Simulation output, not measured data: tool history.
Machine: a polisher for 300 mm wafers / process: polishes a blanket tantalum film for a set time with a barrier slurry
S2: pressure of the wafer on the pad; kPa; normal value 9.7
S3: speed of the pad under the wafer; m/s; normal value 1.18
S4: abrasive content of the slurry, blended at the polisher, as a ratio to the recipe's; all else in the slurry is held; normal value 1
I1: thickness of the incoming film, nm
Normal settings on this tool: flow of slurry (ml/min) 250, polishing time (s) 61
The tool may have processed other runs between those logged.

Run 1, hour 0: usual settings but flow of slurry (ml/min) 300; I1 252.2. Result: film removed (Å) 815.
Run 2, hour 47.9: usual settings but flow of slurry (ml/min) 300; I1 246.9. Result: film removed (Å) 815.
Run 3, hour 96.8: usual settings but flow of slurry (ml/min) 300; I1 249.8. Result: film removed (Å) 832.
Run 4, hour 131: usual settings but S2 11 kPa, polishing time (s) 50; I1 247.7. Result: film removed (Å) 725.
At hour 167.7: worn pad replaced by a new one.
Run 5, hour 172.8: usual settings but flow of slurry (ml/min) 200, S3 1.36 m/s; I1 248.1. Result: film removed (Å) 1003.
Run 6, hour 208.7: usual settings but flow of slurry (ml/min) 200, S3 1.36 m/s; I1 247.8. Result: film removed (Å) 966.
At hour 253.3: slurry nozzle cleaned.
Run 7, hour 270.5: usual settings but flow of slurry (ml/min) 280; I1 249. Result: film removed (Å) 839.
At hour 368: slurry blender recalibrated.
Run 8, hour 420.1: usual settings; I1 251.3. Result: film removed (Å) 816.
Run 9, hour 454.7: usual settings; I1 252.9. Result: film removed (Å) 800.
Run 10, hour 505.2: usual settings; I1 248. Result: film removed (Å) 811.
Run 11, hour 537.7: usual settings; I1 250.2. Result: film removed (Å) 806.
Run 12, hour 586.9: usual settings but S3 1.3 m/s, S4 0.7, polishing time (s) 50; I1 249.6. Result: film removed (Å) 664.
At hour 619.6: worn pad replaced by a new one.
At hour 640.1: slurry nozzle cleaned.
Run 13, hour 652.5: usual settings; I1 252.1. Result: film removed (Å) 881.
At hour 681.8: head pressure recalibrated.
Run 14, hour 712.4: usual settings but flow of slurry (ml/min) 220, S4 1.15, polishing time (s) 67; I1 247.7. Result: film removed (Å) 945.
At hour 732.5: slurry blender recalibrated.
Run 15, hour 747.5: usual settings but flow of slurry (ml/min) 165, S2 8.3 kPa; I1 253. Result: film removed (Å) 699.
Run 16, hour 798.6: usual settings but flow of slurry (ml/min) 305; I1 245. Result: film removed (Å) 842.
Run 17, hour 856.1: usual settings; I1 248.9. Result: film removed (Å) 803.
Run 18, hour 899: usual settings but S3 1.46 m/s; I1 249.5. Result: film removed (Å) 985.
Run 19, hour 952: usual settings but S2 6.9 kPa, S3 1.32 m/s; I1 250.3. Result: film removed (Å) 695.
At hour 984: worn pad replaced by a new one.
Run 20, hour 1004.9: usual settings but S3 1.58 m/s; I1 247.8. Result: film removed (Å) 1152.
Run 21, hour 1062.4: usual settings but flow of slurry (ml/min) 165, S3 0.98 m/s; I1 250.5. Result: film removed (Å) 662.
Run 22, hour 1117.3: usual settings; I1 252.8. Result: film removed (Å) 820.
At hour 1132.7: slurry nozzle cleaned.
At hour 1175.3: slurry blender recalibrated.
Run 23, hour 1180.6: usual settings but flow of slurry (ml/min) 295; I1 247.9. Result: film removed (Å) 831.
Run 24, hour 1222.2: usual settings but flow of slurry (ml/min) 165, S2 7.6 kPa, polishing time (s) 46; I1 251.8. Result: film removed (Å) 469.
Run 25, hour 1284.7: usual settings but S3 1.4 m/s, S4 0.85; I1 253.8. Result: film removed (Å) 920.
Run 26, hour 1325.2: usual settings but S4 1.2, polishing time (s) 54; I1 250.6. Result: film removed (Å) 732.
Run 27, hour 1373.2: usual settings but S2 11.7 kPa; I1 250.7. Result: film removed (Å) 936.
At hour 1419.7: head pressure recalibrated.
At hour 1461.7: worn pad replaced by a new one.
At hour 1565.2: slurry blender recalibrated.
Run 28, hour 1581.5: usual settings but polishing time (s) 81; I1 247.4. Result: film removed (Å) 1077.
At hour 1615: slurry nozzle cleaned.
Run 29, hour 1630.7: usual settings but flow of slurry (ml/min) 285, S2 12.4 kPa; I1 255.1. Result: film removed (Å) 1045.

Below, each run's measurement less what the same run would have read without the hidden state. Both values contain the same run-to-run variation, but the gauge's scatter may not be the same in both:
The hidden state here: removal rate lost through wear of the pad, %; slurry flow missing at the pad, %; deviation of the head's pressure from its setpoint, %; abrasive missing from the slurry, %.
run  film removed (Å)
  1               -79
  2               -85
  3               -91
  4               -81
  5                -4
  6               -26
  7               -47
  8               -75
  9               -77
 10               -83
 11               -84
 12               -71
 13               -25
 14               -55
 15               -50
 16               -73
 17               -78
 18              -101
 19               -76
 20               -28
 21               -36
 22               -63
 23               -77
 24               -47
 25              -101
 26               -83
 27              -108
 28               -66
 29               -80
